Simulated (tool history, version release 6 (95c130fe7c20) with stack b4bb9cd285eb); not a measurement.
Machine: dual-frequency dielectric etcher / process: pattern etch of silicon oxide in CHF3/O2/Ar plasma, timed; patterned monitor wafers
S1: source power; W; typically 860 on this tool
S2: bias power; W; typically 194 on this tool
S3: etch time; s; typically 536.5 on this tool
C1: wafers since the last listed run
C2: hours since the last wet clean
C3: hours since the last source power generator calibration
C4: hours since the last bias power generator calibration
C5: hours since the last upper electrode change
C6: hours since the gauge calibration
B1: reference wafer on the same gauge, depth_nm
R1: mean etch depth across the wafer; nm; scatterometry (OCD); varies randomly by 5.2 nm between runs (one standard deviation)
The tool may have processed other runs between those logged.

run,hour,S1,S2,S3,C1,C2,C3,C4,C5,C6,B1,R1
1,0,860,194,536.5,0,665.1,2949.8,3248,910.4,2966.9,1459.8,1281.4
# hour 36.5: wet clean of the chamber
2,88.4,860,194,415.5,277,51.9,3038.2,3336.4,998.8,3055.3,1459.3,943.6
3,168.2,860,194,415.5,344,131.7,3118,3416.2,1078.6,3135.1,1460.4,945.6
4,254,860,194,536.5,370,217.5,3203.8,3502,1164.4,3220.9,1460.3,1232
5,299.6,860,194,536.5,196,263.1,3249.4,3547.6,1210,3266.5,1459.8,1233.6
6,340.4,860,194,536.5,176,303.9,3290.2,3588.4,1250.8,3307.3,1459.8,1243.3
7,405.1,860,194,415.5,279,368.6,3354.9,3653.1,1315.5,3372,1459.3,967.4
# hour 465.4: bias power generator calibrated
8,488.5,680,225,536.5,342,452,3438.3,23.1,1398.9,3455.4,1460.2,1229.9
# hour 756.5: wet clean of the chamber
9,803,980,168,536.5,1253,46.5,3752.8,337.6,1713.4,3769.9,1459.5,1222.2
10,853.3,960,155,536.5,217,96.8,3803.1,387.9,1763.7,3820.2,1459.6,1198.3
11,895.1,860,194,452,180,138.6,3844.9,429.7,1805.5,3862,1459.2,1036.8
12,957.6,860,194,536.5,269,201.1,3907.4,492.2,1868,3924.5,1460.2,1240.7
13,995.8,950,180,382.5,164,239.3,3945.6,530.4,1906.2,3962.7,1461.4,886.5
# hour 1025.8: upper electrode replaced
14,1064,860,194,457,190,307.5,4013.8,598.6,38.2,4030.9,1459,1054.5
15,1100.7,860,168,458.5,158,344.2,4050.5,635.3,74.9,4067.6,1460.4,1039.9
# hour 1121.6: gauge calibrated
16,1149,740,194,387.5,208,392.5,4098.8,683.6,123.2,27.4,1459.8,863.6
17,1248.5,760,148,395.5,429,492,4198.3,783.1,222.7,126.9,1459.2,839.5
# hour 1255: source power generator calibrated
18,1301.7,980,194,477,212,545.2,46.7,836.3,275.9,180.1,1459.6,1167.7
# hour 1349.1: wet clean of the chamber
19,1392.2,860,149,536.5,286,43.1,137.2,926.8,366.4,270.6,1461.1,1145
20,1482.9,1040,218,408,391,133.8,227.9,1017.5,457.1,361.3,1460.5,1014.3
21,1544.6,730,206,379.5,266,195.5,289.6,1079.2,518.8,423,1458.4,853.8
22,1597.3,1030,221,430.5,227,248.2,342.3,1131.9,571.5,475.7,1461,1086.6
23,1633.3,860,194,536.5,155,284.2,378.3,1167.9,607.5,511.7,1460.6,1249.8
24,1698.4,750,233,672,280,349.3,443.4,1233,672.6,576.8,1460,1573.5
25,1741.4,860,212,600.5,185,392.3,486.4,1276,715.6,619.8,1459.9,1424
26,1803.9,960,238,536.5,269,454.8,548.9,1338.5,778.1,682.3,1459.1,1367
27,1881.8,860,168,458.5,336,532.7,626.8,1416.4,856,760.2,1459.8,1049.4
# hour 1943.8: wet clean of the chamber
28,1944.3,750,166,679,166,0.5,689.3,1478.9,918.5,822.7,1459.7,1433.6

Hidden state at the last listed run before each entry between runs and at the first one after, where it differs:
Between runs 1 and 2: wet clean of the chamber (hour 36.5)
  etch rate over this chamber's usual, %: 4.56 -> 0.133
  measured minus no-state result, R1: +55.9 -> +1.3 nm
Between runs 7 and 8: bias power generator calibrated (hour 465.4)
  etch rate over this chamber's usual, %: 2.14 -> 2.66
  measured minus no-state result, R1: +20.2 -> +31.9 nm
Between runs 8 and 9: wet clean of the chamber (hour 756.5)
  etch rate over this chamber's usual, %: 2.66 -> 0.207
  measured minus no-state result, R1: +31.9 -> +2.5 nm
Between runs 13 and 14: upper electrode replaced (hour 1025.8)
  etch rate over this chamber's usual, %: 1.43 -> 1.86
  measured minus no-state result, R1: +12.4 -> +19.2 nm
Between runs 15 and 16: gauge calibrated (hour 1121.6)
  etch rate over this chamber's usual, %: 2.09 -> 2.4
  measured minus no-state result, R1: +21.3 -> +20.2 nm
Between runs 17 and 18: source power generator calibrated (hour 1255)
  etch rate over this chamber's usual, %: 3.02 -> 3.36
  measured minus no-state result, R1: +24.7 -> +38 nm
Between runs 18 and 19: wet clean of the chamber (hour 1349.1)
  etch rate over this chamber's usual, %: 3.36 -> 0.316
  measured minus no-state result, R1: +38 -> +3.6 nm
Between runs 27 and 28: wet clean of the chamber (hour 1943.8)
  etch rate over this chamber's usual, %: 3.41 -> -0.463
  measured minus no-state result, R1: +34.7 -> -6.6 nm

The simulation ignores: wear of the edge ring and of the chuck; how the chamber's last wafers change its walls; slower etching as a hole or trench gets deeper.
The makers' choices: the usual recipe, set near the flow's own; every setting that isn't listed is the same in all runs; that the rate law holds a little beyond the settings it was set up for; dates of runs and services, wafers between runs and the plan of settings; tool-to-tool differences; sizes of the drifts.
